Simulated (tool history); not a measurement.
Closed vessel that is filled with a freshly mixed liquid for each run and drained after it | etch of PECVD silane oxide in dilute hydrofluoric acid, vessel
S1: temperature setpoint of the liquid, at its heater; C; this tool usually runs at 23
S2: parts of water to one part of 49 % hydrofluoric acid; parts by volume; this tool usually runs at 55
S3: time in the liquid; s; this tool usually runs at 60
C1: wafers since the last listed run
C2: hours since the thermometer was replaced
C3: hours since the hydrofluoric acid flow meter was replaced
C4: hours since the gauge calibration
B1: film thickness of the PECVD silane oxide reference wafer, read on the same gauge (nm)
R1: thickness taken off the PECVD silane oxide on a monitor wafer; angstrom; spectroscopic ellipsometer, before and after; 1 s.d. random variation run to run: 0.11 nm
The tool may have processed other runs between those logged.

{"run": 1, "day": 0.0, "S1": 25, "S2": 55, "S3": 60, "C1": 0, "C2": 756.2, "C3": 652.9, "C4": 448.6, "B1": 100.01, "R1": 190.8}
{"run": 2, "day": 2.658, "S1": 25, "S2": 55, "S3": 60, "C1": 5926, "C2": 820, "C3": 716.7, "C4": 512.4, "B1": 99.98, "R1": 189}
{"run": 3, "day": 4.846, "S1": 25, "S2": 55, "S3": 60, "C1": 4877, "C2": 872.5, "C3": 769.2, "C4": 564.9, "B1": 99.99, "R1": 190.6}
{"run": 4, "day": 7.212, "S1": 19.5, "S2": 55, "S3": 75, "C1": 5276, "C2": 929.3, "C3": 826, "C4": 621.7, "B1": 100.02, "R1": 188.2}
{"run": 5, "day": 9.242, "S1": 20.5, "S2": 55, "S3": 60, "C1": 4524, "C2": 978, "C3": 874.7, "C4": 670.4, "B1": 100.01, "R1": 157.8}
{"run": 6, "day": 10.408, "S1": 25, "S2": 55, "S3": 45, "C1": 2601, "C2": 1006, "C3": 902.7, "C4": 698.4, "B1": 100.01, "R1": 140.3}
{"run": 7, "day": 11.696, "S1": 25, "S2": 55, "S3": 45, "C1": 2870, "C2": 1036.9, "C3": 933.6, "C4": 729.3, "B1": 99.99, "R1": 141.5}
{"run": 8, "day": 13.121, "S1": 23, "S2": 55, "S3": 60, "C1": 3177, "C2": 1071.1, "C3": 967.8, "C4": 763.5, "B1": 100.01, "R1": 172.9}
{"run": 9, "day": 15.392, "S1": 25.5, "S2": 55, "S3": 45, "C1": 5062, "C2": 1125.6, "C3": 1022.3, "C4": 818, "B1": 100.02, "R1": 142.4}
{"run": 10, "day": 17.175, "S1": 27, "S2": 55, "S3": 60, "C1": 3976, "C2": 1168.4, "C3": 1065.1, "C4": 860.8, "B1": 100.04, "R1": 205.3}
{"run": 11, "day": 18.896, "S1": 23, "S2": 55, "S3": 60, "C1": 3836, "C2": 1209.7, "C3": 1106.4, "C4": 902.1, "B1": 100.05, "R1": 173.6}
{"run": 12, "day": 21.654, "S1": 23, "S2": 55, "S3": 60, "C1": 6149, "C2": 1275.9, "C3": 1172.6, "C4": 968.3, "B1": 99.98, "R1": 172.5}
{"run": 13, "day": 23.621, "S1": 23, "S2": 55, "S3": 60, "C1": 4384, "C2": 1323.1, "C3": 1219.8, "C4": 1015.5, "B1": 100.01, "R1": 171.8}
{"day": 24.112, "done": "hydrofluoric acid flow meter replaced"}
{"day": 24.746, "done": "thermometer replaced"}
{"run": 14, "day": 26.371, "S1": 23, "S2": 55, "S3": 60, "C1": 5945, "C2": 39, "C3": 54.2, "C4": 1081.5, "B1": 100, "R1": 181.1}
{"day": 28.083, "done": "gauge calibrated"}
{"run": 15, "day": 28.521, "S1": 23, "S2": 55, "S3": 60, "C1": 4793, "C2": 90.6, "C3": 105.8, "C4": 10.5, "B1": 99.97, "R1": 178.6}
{"run": 16, "day": 29.858, "S1": 23, "S2": 75, "S3": 60, "C1": 2982, "C2": 122.7, "C3": 137.9, "C4": 42.6, "B1": 100.03, "R1": 128.1}
{"run": 17, "day": 38.733, "S1": 21.5, "S2": 70, "S3": 75, "C1": 19787, "C2": 335.7, "C3": 350.9, "C4": 255.6, "B1": 100.03, "R1": 160.2}
{"run": 18, "day": 39.733, "S1": 23, "S2": 55, "S3": 60, "C1": 2229, "C2": 359.7, "C3": 374.9, "C4": 279.6, "B1": 100, "R1": 176.9}
{"run": 19, "day": 40.962, "S1": 23, "S2": 55, "S3": 60, "C1": 2740, "C2": 389.2, "C3": 404.4, "C4": 309.1, "B1": 100, "R1": 177.9}
{"run": 20, "day": 43.25, "S1": 25.5, "S2": 75, "S3": 95, "C1": 5100, "C2": 444.1, "C3": 459.3, "C4": 364, "B1": 100, "R1": 222.5}
{"run": 21, "day": 45.629, "S1": 18.5, "S2": 65, "S3": 90, "C1": 5304, "C2": 501.2, "C3": 516.4, "C4": 421.1, "B1": 100.01, "R1": 185}
{"run": 22, "day": 47.588, "S1": 23, "S2": 55, "S3": 95, "C1": 4366, "C2": 548.2, "C3": 563.4, "C4": 468.1, "B1": 100.03, "R1": 282.8}
{"run": 23, "day": 49.204, "S1": 23, "S2": 55, "S3": 60, "C1": 3604, "C2": 587, "C3": 602.2, "C4": 506.9, "B1": 99.99, "R1": 177.9}
{"run": 24, "day": 51.438, "S1": 25, "S2": 55, "S3": 60, "C1": 4979, "C2": 640.6, "C3": 655.8, "C4": 560.5, "B1": 99.99, "R1": 189.7}
{"run": 25, "day": 52.725, "S1": 26.5, "S2": 55, "S3": 60, "C1": 2870, "C2": 671.5, "C3": 686.7, "C4": 591.4, "B1": 100, "R1": 202.6}
{"run": 26, "day": 54.538, "S1": 23, "S2": 55, "S3": 60, "C1": 4041, "C2": 715, "C3": 730.2, "C4": 634.9, "B1": 100.02, "R1": 173.9}
{"run": 27, "day": 57.342, "S1": 21, "S2": 55, "S3": 30, "C1": 6252, "C2": 782.3, "C3": 797.5, "C4": 702.2, "B1": 99.99, "R1": 80.5}
{"run": 28, "day": 59.304, "S1": 24.5, "S2": 55, "S3": 45, "C1": 4375, "C2": 829.4, "C3": 844.6, "C4": 749.3, "B1": 100, "R1": 139.8}
{"run": 29, "day": 60.379, "S1": 23, "S2": 80, "S3": 80, "C1": 2396, "C2": 855.2, "C3": 870.4, "C4": 775.1, "B1": 100, "R1": 156}

Run 30 is up next; what results do you expect?
{"run": 30, "day": 62.146, "S1": 20, "S2": 35, "S3": 85, "C1": 3938, "C2": 897.6, "C3": 912.8, "C4": 817.5, "B1": "?", "R1": "?"}

B1: 99.99
R1: 351.6 angstrom
Had the tool carried no hidden state, the very same run would have given R1 362.1 angstrom.

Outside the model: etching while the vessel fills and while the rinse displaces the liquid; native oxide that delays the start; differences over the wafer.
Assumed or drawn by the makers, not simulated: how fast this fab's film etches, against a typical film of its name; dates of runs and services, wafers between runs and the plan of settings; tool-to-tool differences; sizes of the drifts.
